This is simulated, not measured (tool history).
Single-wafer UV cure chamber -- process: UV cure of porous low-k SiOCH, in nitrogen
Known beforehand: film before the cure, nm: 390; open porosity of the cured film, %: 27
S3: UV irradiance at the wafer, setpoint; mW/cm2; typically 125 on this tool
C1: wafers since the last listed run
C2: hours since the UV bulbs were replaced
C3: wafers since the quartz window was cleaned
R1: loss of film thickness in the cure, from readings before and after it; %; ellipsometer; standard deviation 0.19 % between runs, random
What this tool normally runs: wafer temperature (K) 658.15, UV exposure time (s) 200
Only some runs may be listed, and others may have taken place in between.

{"run": 1, "hour": 0.0, "wafer temperature (K)": 658.15, "UV exposure time (s)": 200, "S3": 125, "C1": 0, "C2": 1586.2, "C3": 1132, "R1": 13.615}
{"run": 2, "hour": 39.6, "wafer temperature (K)": 658.15, "UV exposure time (s)": 200, "S3": 125, "C1": 142, "C2": 1625.8, "C3": 1275, "R1": 13.345}
{"hour": 87.5, "done": "UV bulbs replaced"}
{"run": 3, "hour": 99.9, "wafer temperature (K)": 658.15, "UV exposure time (s)": 200, "S3": 125, "C1": 188, "C2": 12.4, "C3": 1464, "R1": 12.899}
{"hour": 159.0, "done": "quartz window cleaned"}
{"run": 4, "hour": 237.7, "wafer temperature (K)": 658.15, "UV exposure time (s)": 200, "S3": 125, "C1": 468, "C2": 150.2, "C3": 284, "R1": 14.008}
{"run": 5, "hour": 284.3, "wafer temperature (K)": 658.15, "UV exposure time (s)": 200, "S3": 125, "C1": 168, "C2": 196.8, "C3": 452, "R1": 13.818}
{"run": 6, "hour": 365.6, "wafer temperature (K)": 658.15, "UV exposure time (s)": 200, "S3": 125, "C1": 293, "C2": 278.1, "C3": 745, "R1": 14.098}
{"run": 7, "hour": 423.0, "wafer temperature (K)": 658.15, "UV exposure time (s)": 115, "S3": 125, "C1": 207, "C2": 335.5, "C3": 952, "R1": 10.749}
{"run": 8, "hour": 490.0, "wafer temperature (K)": 658.15, "UV exposure time (s)": 115, "S3": 125, "C1": 241, "C2": 402.5, "C3": 1194, "R1": 10.395}
{"run": 9, "hour": 544.9, "wafer temperature (K)": 658.15, "UV exposure time (s)": 200, "S3": 125, "C1": 198, "C2": 457.4, "C3": 1392, "R1": 13.13}
{"run": 10, "hour": 613.9, "wafer temperature (K)": 658.15, "UV exposure time (s)": 170, "S3": 125, "C1": 249, "C2": 526.4, "C3": 1641, "R1": 11.95}
{"run": 11, "hour": 659.5, "wafer temperature (K)": 658.15, "UV exposure time (s)": 170, "S3": 125, "C1": 164, "C2": 572, "C3": 1806, "R1": 11.574}
{"hour": 675.4, "done": "quartz window cleaned"}
{"run": 12, "hour": 698.9, "wafer temperature (K)": 658.15, "UV exposure time (s)": 110, "S3": 125, "C1": 113, "C2": 611.4, "C3": 84, "R1": 10.987}
{"run": 13, "hour": 736.9, "wafer temperature (K)": 648.15, "UV exposure time (s)": 200, "S3": 111, "C1": 137, "C2": 649.4, "C3": 221, "R1": 13.211}
{"run": 14, "hour": 763.9, "wafer temperature (K)": 658.15, "UV exposure time (s)": 200, "S3": 109, "C1": 97, "C2": 676.4, "C3": 319, "R1": 13.136}
{"run": 15, "hour": 823.4, "wafer temperature (K)": 658.15, "UV exposure time (s)": 200, "S3": 109, "C1": 214, "C2": 735.9, "C3": 534, "R1": 12.93}
{"run": 16, "hour": 877.2, "wafer temperature (K)": 672.15, "UV exposure time (s)": 200, "S3": 125, "C1": 194, "C2": 789.7, "C3": 728, "R1": 13.812}
{"run": 17, "hour": 944.4, "wafer temperature (K)": 658.15, "UV exposure time (s)": 200, "S3": 153, "C1": 242, "C2": 856.9, "C3": 970, "R1": 14.88}
{"run": 18, "hour": 994.4, "wafer temperature (K)": 658.15, "UV exposure time (s)": 200, "S3": 153, "C1": 180, "C2": 906.9, "C3": 1151, "R1": 14.72}
{"run": 19, "hour": 1046.5, "wafer temperature (K)": 658.15, "UV exposure time (s)": 200, "S3": 125, "C1": 188, "C2": 959, "C3": 1339, "R1": 13.274}
{"run": 20, "hour": 1076.3, "wafer temperature (K)": 658.15, "UV exposure time (s)": 200, "S3": 125, "C1": 107, "C2": 988.8, "C3": 1446, "R1": 13.195}
{"run": 21, "hour": 1144.6, "wafer temperature (K)": 658.15, "UV exposure time (s)": 200, "S3": 125, "C1": 246, "C2": 1057.1, "C3": 1693, "R1": 13.083}
{"run": 22, "hour": 1173.1, "wafer temperature (K)": 658.15, "UV exposure time (s)": 200, "S3": 102, "C1": 102, "C2": 1085.6, "C3": 1796, "R1": 12.029}
{"hour": 1190.4, "done": "quartz window cleaned"}
{"run": 23, "hour": 1220.6, "wafer temperature (K)": 658.15, "UV exposure time (s)": 200, "S3": 102, "C1": 142, "C2": 1133.1, "C3": 109, "R1": 12.544}
{"run": 24, "hour": 1263.6, "wafer temperature (K)": 643.15, "UV exposure time (s)": 130, "S3": 164, "C1": 155, "C2": 1176.1, "C3": 264, "R1": 12.812}
{"run": 25, "hour": 1309.3, "wafer temperature (K)": 648.15, "UV exposure time (s)": 200, "S3": 111, "C1": 164, "C2": 1221.8, "C3": 429, "R1": 12.839}
{"run": 26, "hour": 1366.2, "wafer temperature (K)": 665.15, "UV exposure time (s)": 270, "S3": 94, "C1": 205, "C2": 1278.7, "C3": 634, "R1": 13.927}
{"run": 27, "hour": 1405.2, "wafer temperature (K)": 677.15, "UV exposure time (s)": 145, "S3": 125, "C1": 140, "C2": 1317.7, "C3": 775, "R1": 12.29}
{"run": 28, "hour": 1472.7, "wafer temperature (K)": 670.15, "UV exposure time (s)": 295, "S3": 156, "C1": 243, "C2": 1385.2, "C3": 1019, "R1": 17.227}
{"run": 29, "hour": 1522.8, "wafer temperature (K)": 678.15, "UV exposure time (s)": 155, "S3": 163, "C1": 180, "C2": 1435.3, "C3": 1199, "R1": 13.934}
{"run": 30, "hour": 1593.6, "wafer temperature (K)": 642.15, "UV exposure time (s)": 200, "S3": 125, "C1": 255, "C2": 1506.1, "C3": 1455, "R1": 12.837}
{"run": 31, "hour": 1621.4, "wafer temperature (K)": 667.15, "UV exposure time (s)": 115, "S3": 93, "C1": 100, "C2": 1533.9, "C3": 1555, "R1": 8.913}
{"run": 32, "hour": 1663.1, "wafer temperature (K)": 646.15, "UV exposure time (s)": 200, "S3": 115, "C1": 150, "C2": 1575.6, "C3": 1706, "R1": 12.352}
{"hour": 1690.7, "done": "quartz window cleaned"}
{"run": 33, "hour": 1691.2, "wafer temperature (K)": 658.15, "UV exposure time (s)": 200, "S3": 125, "C1": 72, "C2": 1603.7, "C3": 1, "R1": 13.98}
{"run": 34, "hour": 1865.7, "wafer temperature (K)": 668.15, "UV exposure time (s)": 250, "S3": 154, "C1": 629, "C2": 1778.2, "C3": 631, "R1": 15.957}
{"hour": 1888.0, "done": "UV bulbs replaced"}
{"run": 35, "hour": 1900.5, "wafer temperature (K)": 667.15, "UV exposure time (s)": 165, "S3": 125, "C1": 96, "C2": 12.5, "C3": 728, "R1": 12.827}
{"run": 36, "hour": 1948.2, "wafer temperature (K)": 658.15, "UV exposure time (s)": 300, "S3": 95, "C1": 172, "C2": 60.2, "C3": 900, "R1": 14.224}
{"run": 37, "hour": 1985.9, "wafer temperature (K)": 658.15, "UV exposure time (s)": 110, "S3": 125, "C1": 136, "C2": 97.9, "C3": 1036, "R1": 10.508}
{"run": 38, "hour": 2034.0, "wafer temperature (K)": 658.15, "UV exposure time (s)": 200, "S3": 125, "C1": 173, "C2": 146, "C3": 1210, "R1": 13.534}
{"run": 39, "hour": 2075.8, "wafer temperature (K)": 673.15, "UV exposure time (s)": 105, "S3": 141, "C1": 150, "C2": 187.8, "C3": 1361, "R1": 11.159}
{"run": 40, "hour": 2105.4, "wafer temperature (K)": 658.15, "UV exposure time (s)": 145, "S3": 125, "C1": 106, "C2": 217.4, "C3": 1467, "R1": 11.281}
{"run": 41, "hour": 2130.8, "wafer temperature (K)": 658.15, "UV exposure time (s)": 200, "S3": 125, "C1": 91, "C2": 242.8, "C3": 1559, "R1": 13.277}
{"hour": 2167.8, "done": "quartz window cleaned"}
{"run": 42, "hour": 2180.2, "wafer temperature (K)": 651.15, "UV exposure time (s)": 240, "S3": 97, "C1": 149, "C2": 292.2, "C3": 44, "R1": 13.48}
{"run": 43, "hour": 2241.1, "wafer temperature (K)": 647.15, "UV exposure time (s)": 250, "S3": 114, "C1": 219, "C2": 353.1, "C3": 264, "R1": 14.19}
{"run": 44, "hour": 2309.6, "wafer temperature (K)": 647.15, "UV exposure time (s)": 200, "S3": 125, "C1": 247, "C2": 421.6, "C3": 511, "R1": 13.366}
{"run": 45, "hour": 2373.8, "wafer temperature (K)": 645.15, "UV exposure time (s)": 100, "S3": 125, "C1": 231, "C2": 485.8, "C3": 743, "R1": 9.627}
{"run": 46, "hour": 2442.9, "wafer temperature (K)": 664.15, "UV exposure time (s)": 255, "S3": 143, "C1": 249, "C2": 554.9, "C3": 993, "R1": 15.6}
{"run": 47, "hour": 2491.7, "wafer temperature (K)": 658.15, "UV exposure time (s)": 280, "S3": 97, "C1": 176, "C2": 603.7, "C3": 1169, "R1": 14.208}

Per-run results on a tool with no hidden state, each run keeping its own random variation:
Hidden state at play: lamp output below its setpoint, %; transmission lost against a clean window, %.
run=1 R1=14.1
run=2 R1=13.948
run=3 R1=13.709
run=4 R1=14.077
run=5 R1=13.927
run=6 R1=14.331
run=7 R1=11.078
run=8 R1=10.888
run=9 R1=13.84
run=10 R1=12.922
run=11 R1=12.747
run=12 R1=10.994
run=13 R1=13.232
run=14 R1=13.173
run=15 R1=13.026
run=16 R1=13.99
run=17 R1=15.21
run=18 R1=15.186
run=19 R1=13.892
run=20 R1=13.923
run=21 R1=14.119
run=22 R1=13.199
run=23 R1=12.611
run=24 R1=12.9
run=25 R1=12.963
run=26 R1=14.127
run=27 R1=12.549
run=28 R1=17.671
run=29 R1=14.503
run=30 R1=13.643
run=31 R1=9.767
run=32 R1=13.47
run=33 R1=13.993
run=34 R1=16.104
run=35 R1=13.025
run=36 R1=14.526
run=37 R1=10.882
run=38 R1=14.075
run=39 R1=11.826
run=40 R1=12.036
run=41 R1=14.192
run=42 R1=13.515
run=43 R1=14.247
run=44 R1=13.484
run=45 R1=9.824
run=46 R1=15.976
run=47 R1=14.724
